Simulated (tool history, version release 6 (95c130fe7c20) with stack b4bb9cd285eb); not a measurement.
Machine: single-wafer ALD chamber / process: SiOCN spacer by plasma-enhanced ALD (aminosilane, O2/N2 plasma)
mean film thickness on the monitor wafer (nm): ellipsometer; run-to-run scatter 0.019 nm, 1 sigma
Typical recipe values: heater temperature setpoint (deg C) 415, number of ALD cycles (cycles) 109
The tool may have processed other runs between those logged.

| run | hour | heater temperature setpoint (deg C) | number of ALD cycles (cycles) | read-back reference wafer on the same gauge, thickness_nm | mean film thickness on the monitor wafer (nm) |
|---|---|---|---|---|---|
| 1 | 0 | 421 | 109 | 5.933 | 6.213 |
| 2 | 107 | 403 | 109 | 5.931 | 6.499 |
| 3 | 146.6 | 403 | 109 | 5.931 | 6.486 |
|  | 169.4 | thermocouple changed; heater temperature recalibrated |
| 4 | 227.1 | 420 | 95 | 5.929 | 5.293 |
| 5 | 268.5 | 420 | 95 | 5.929 | 5.327 |
| 6 | 327.1 | 420 | 95 | 5.928 | 5.352 |
| 7 | 496.7 | 415 | 109 | 5.931 | 6.205 |
| 8 | 596.3 | 415 | 109 | 5.932 | 6.191 |
| 9 | 698.6 | 415 | 109 | 5.93 | 6.205 |
| 10 | 977.8 | 415 | 109 | 5.93 | 6.241 |
|  | 1094 | gauge calibrated |
| 11 | 1155.1 | 415 | 109 | 5.933 | 6.269 |
| 12 | 1222.4 | 415 | 109 | 5.926 | 6.257 |
| 13 | 1288.1 | 426 | 100 | 5.934 | 5.572 |
|  | 1351.3 | thermocouple changed; heater temperature recalibrated |
| 14 | 1393.2 | 407 | 115 | 5.928 | 6.714 |
| 15 | 1437.6 | 425 | 88 | 5.931 | 4.867 |
| 16 | 1516.1 | 402 | 109 | 5.928 | 6.41 |
| 17 | 1576.8 | 406 | 126 | 5.927 | 7.356 |
| 18 | 1669.4 | 415 | 109 | 5.934 | 6.225 |
| 19 | 1748.3 | 402 | 125 | 5.927 | 7.336 |
| 20 | 1809.5 | 425 | 88 | 5.931 | 4.875 |

Run 21, settings as shown, results not yet in. Your forecast:
| 21 | 1864 | 425 | 120 | ? | ? |

Run 21 gave read-back reference wafer on the same gauge, thickness_nm 5.933, mean film thickness on the monitor wafer (nm) 6.648.
On a tool with no hidden condition, and with the same random variation, this run would have come out at mean film thickness on the monitor wafer (nm) 6.63.

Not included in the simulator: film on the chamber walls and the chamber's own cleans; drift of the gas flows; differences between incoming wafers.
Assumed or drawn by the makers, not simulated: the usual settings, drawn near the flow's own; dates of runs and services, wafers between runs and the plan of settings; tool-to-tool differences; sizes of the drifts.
